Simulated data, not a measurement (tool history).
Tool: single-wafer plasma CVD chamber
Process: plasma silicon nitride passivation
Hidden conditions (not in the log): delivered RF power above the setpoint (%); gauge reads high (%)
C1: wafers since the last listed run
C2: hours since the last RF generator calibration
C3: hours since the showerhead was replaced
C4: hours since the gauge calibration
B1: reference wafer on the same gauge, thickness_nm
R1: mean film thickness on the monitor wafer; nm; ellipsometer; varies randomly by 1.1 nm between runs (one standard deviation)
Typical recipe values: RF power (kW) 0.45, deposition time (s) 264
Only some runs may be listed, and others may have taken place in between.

{"run": 1, "hour": 0.0, "RF power (kW)": 0.45, "deposition time (s)": 304, "C1": 0, "C2": 849.4, "C3": 3333.8, "C4": 613.9, "B1": 365.138, "R1": 431.291}
{"run": 2, "hour": 101.1, "RF power (kW)": 0.45, "deposition time (s)": 304, "C1": 529, "C2": 950.5, "C3": 3434.9, "C4": 715, "B1": 365.129, "R1": 430.487}
{"run": 3, "hour": 156.2, "RF power (kW)": 0.45, "deposition time (s)": 282, "C1": 288, "C2": 1005.6, "C3": 3490, "C4": 770.1, "B1": 364.901, "R1": 398.807}
{"run": 4, "hour": 194.8, "RF power (kW)": 0.405, "deposition time (s)": 264, "C1": 202, "C2": 1044.2, "C3": 3528.6, "C4": 808.7, "B1": 364.906, "R1": 356.575}
{"hour": 337.6, "done": "RF generator calibrated"}
{"run": 5, "hour": 369.8, "RF power (kW)": 0.405, "deposition time (s)": 264, "C1": 874, "C2": 32.2, "C3": 3703.6, "C4": 983.7, "B1": 365.07, "R1": 357.034}
{"run": 6, "hour": 424.5, "RF power (kW)": 0.405, "deposition time (s)": 264, "C1": 286, "C2": 86.9, "C3": 3758.3, "C4": 1038.4, "B1": 364.721, "R1": 357.411}
{"run": 7, "hour": 474.4, "RF power (kW)": 0.415, "deposition time (s)": 264, "C1": 261, "C2": 136.8, "C3": 3808.2, "C4": 1088.3, "B1": 365.26, "R1": 361.149}
{"run": 8, "hour": 538.2, "RF power (kW)": 0.415, "deposition time (s)": 264, "C1": 334, "C2": 200.6, "C3": 3872, "C4": 1152.1, "B1": 365.228, "R1": 362.016}
{"run": 9, "hour": 639.7, "RF power (kW)": 0.5, "deposition time (s)": 264, "C1": 531, "C2": 302.1, "C3": 3973.5, "C4": 1253.6, "B1": 364.916, "R1": 391.604}
{"run": 10, "hour": 676.8, "RF power (kW)": 0.45, "deposition time (s)": 264, "C1": 194, "C2": 339.2, "C3": 4010.6, "C4": 1290.7, "B1": 364.878, "R1": 371.524}
{"run": 11, "hour": 773.1, "RF power (kW)": 0.45, "deposition time (s)": 264, "C1": 504, "C2": 435.5, "C3": 4106.9, "C4": 1387, "B1": 365.158, "R1": 373.37}
{"run": 12, "hour": 838.4, "RF power (kW)": 0.45, "deposition time (s)": 264, "C1": 341, "C2": 500.8, "C3": 4172.2, "C4": 1452.3, "B1": 365.143, "R1": 375.618}
{"run": 13, "hour": 895.5, "RF power (kW)": 0.45, "deposition time (s)": 288, "C1": 298, "C2": 557.9, "C3": 4229.3, "C4": 1509.4, "B1": 364.869, "R1": 407.271}
{"run": 14, "hour": 981.3, "RF power (kW)": 0.45, "deposition time (s)": 288, "C1": 449, "C2": 643.7, "C3": 4315.1, "C4": 1595.2, "B1": 364.833, "R1": 409.762}
{"run": 15, "hour": 1062.7, "RF power (kW)": 0.45, "deposition time (s)": 288, "C1": 426, "C2": 725.1, "C3": 4396.5, "C4": 1676.6, "B1": 364.887, "R1": 408.169}
{"hour": 1080.1, "done": "gauge calibrated"}
{"run": 16, "hour": 1146.6, "RF power (kW)": 0.495, "deposition time (s)": 264, "C1": 439, "C2": 809, "C3": 4480.4, "C4": 66.5, "B1": 364.866, "R1": 387.978}
{"run": 17, "hour": 1188.4, "RF power (kW)": 0.495, "deposition time (s)": 264, "C1": 218, "C2": 850.8, "C3": 4522.2, "C4": 108.3, "B1": 365.009, "R1": 389.449}
{"run": 18, "hour": 1273.6, "RF power (kW)": 0.49, "deposition time (s)": 316, "C1": 446, "C2": 936, "C3": 4607.4, "C4": 193.5, "B1": 364.852, "R1": 464.832}
{"run": 19, "hour": 1313.9, "RF power (kW)": 0.41, "deposition time (s)": 313, "C1": 210, "C2": 976.3, "C3": 4647.7, "C4": 233.8, "B1": 364.83, "R1": 424.521}
{"run": 20, "hour": 1373.5, "RF power (kW)": 0.45, "deposition time (s)": 264, "C1": 312, "C2": 1035.9, "C3": 4707.3, "C4": 293.4, "B1": 364.922, "R1": 374.117}
{"run": 21, "hour": 1430.1, "RF power (kW)": 0.42, "deposition time (s)": 245, "C1": 296, "C2": 1092.5, "C3": 4763.9, "C4": 350, "B1": 364.685, "R1": 336.291}
{"run": 22, "hour": 1480.0, "RF power (kW)": 0.49, "deposition time (s)": 223, "C1": 261, "C2": 1142.4, "C3": 4813.8, "C4": 399.9, "B1": 364.984, "R1": 326.26}
{"hour": 1513.1, "done": "RF generator calibrated"}
{"run": 23, "hour": 1567.4, "RF power (kW)": 0.42, "deposition time (s)": 236, "C1": 415, "C2": 54.3, "C3": 4901.2, "C4": 487.3, "B1": 364.908, "R1": 325.439}
{"hour": 1627.9, "done": "showerhead replaced"}
{"run": 24, "hour": 1659.4, "RF power (kW)": 0.395, "deposition time (s)": 282, "C1": 439, "C2": 146.3, "C3": 31.5, "C4": 579.3, "B1": 365.22, "R1": 375.458}

Run 25, settings as shown, results not yet in. Your forecast:
{"run": 25, "hour": 1751.7, "RF power (kW)": 0.38, "deposition time (s)": 299, "C1": 483, "C2": 238.6, "C3": 123.8, "C4": 671.6, "B1": "?", "R1": "?"}

{"run 25": {"B1": 364.858, "R1": 393.481}}
If the tool had no hidden condition, the same run with the same run-to-run variation would have returned R1 393.481 nm.

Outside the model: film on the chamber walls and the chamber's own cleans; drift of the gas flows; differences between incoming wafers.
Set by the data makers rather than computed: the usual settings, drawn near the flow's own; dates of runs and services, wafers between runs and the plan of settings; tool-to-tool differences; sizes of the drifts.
